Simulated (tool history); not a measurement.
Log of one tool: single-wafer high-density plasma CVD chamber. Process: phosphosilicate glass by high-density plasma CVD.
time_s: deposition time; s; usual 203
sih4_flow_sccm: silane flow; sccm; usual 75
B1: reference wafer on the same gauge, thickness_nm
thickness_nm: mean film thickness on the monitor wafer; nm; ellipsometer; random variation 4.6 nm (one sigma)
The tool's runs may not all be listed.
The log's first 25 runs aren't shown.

{"run": 26, "hour": 1670.0, "time_s": 203, "sih4_flow_sccm": 65, "B1": 1411.338, "thickness_nm": 1406.09}
{"run": 27, "hour": 1756.0, "time_s": 237, "sih4_flow_sccm": 67, "B1": 1408.475, "thickness_nm": 1686.109}
{"run": 28, "hour": 1793.9, "time_s": 220, "sih4_flow_sccm": 81, "B1": 1410.952, "thickness_nm": 1891.279}
{"run": 29, "hour": 1842.6, "time_s": 216, "sih4_flow_sccm": 75, "B1": 1410.99, "thickness_nm": 1721.735}
{"hour": 1923.7, "done": "gauge calibrated"}
{"run": 30, "hour": 1925.3, "time_s": 220, "sih4_flow_sccm": 66, "B1": 1410.155, "thickness_nm": 1540.233}
{"run": 31, "hour": 1985.6, "time_s": 229, "sih4_flow_sccm": 84, "B1": 1410.005, "thickness_nm": 2045.884}
{"run": 32, "hour": 2022.4, "time_s": 203, "sih4_flow_sccm": 75, "B1": 1410.471, "thickness_nm": 1613.995}
{"run": 33, "hour": 2103.5, "time_s": 203, "sih4_flow_sccm": 75, "B1": 1409.756, "thickness_nm": 1614.448}
{"hour": 2175.5, "done": "silane flow controller replaced, repeated, since the last time left the tool worse"}
{"run": 34, "hour": 2189.0, "time_s": 233, "sih4_flow_sccm": 68, "B1": 1410.268, "thickness_nm": 1630.997}
{"run": 35, "hour": 2271.7, "time_s": 235, "sih4_flow_sccm": 75, "B1": 1410.512, "thickness_nm": 1812.19}
{"run": 36, "hour": 2308.5, "time_s": 189, "sih4_flow_sccm": 75, "B1": 1410.298, "thickness_nm": 1459.944}
{"run": 37, "hour": 2400.7, "time_s": 182, "sih4_flow_sccm": 85, "B1": 1410.797, "thickness_nm": 1592.838}
{"run": 38, "hour": 2476.3, "time_s": 203, "sih4_flow_sccm": 86, "B1": 1411.024, "thickness_nm": 1794.447}
{"run": 39, "hour": 2562.1, "time_s": 203, "sih4_flow_sccm": 75, "B1": 1412.403, "thickness_nm": 1562.212}

Forecast run 40:
{"run": 40, "hour": 2618.3, "time_s": 203, "sih4_flow_sccm": 75, "B1": "?", "thickness_nm": "?"}

Run 40 gave B1 1408.782, thickness_nm 1563.017 nm.
Without the tool's hidden state the same run would have given thickness_nm 1561.854 nm.
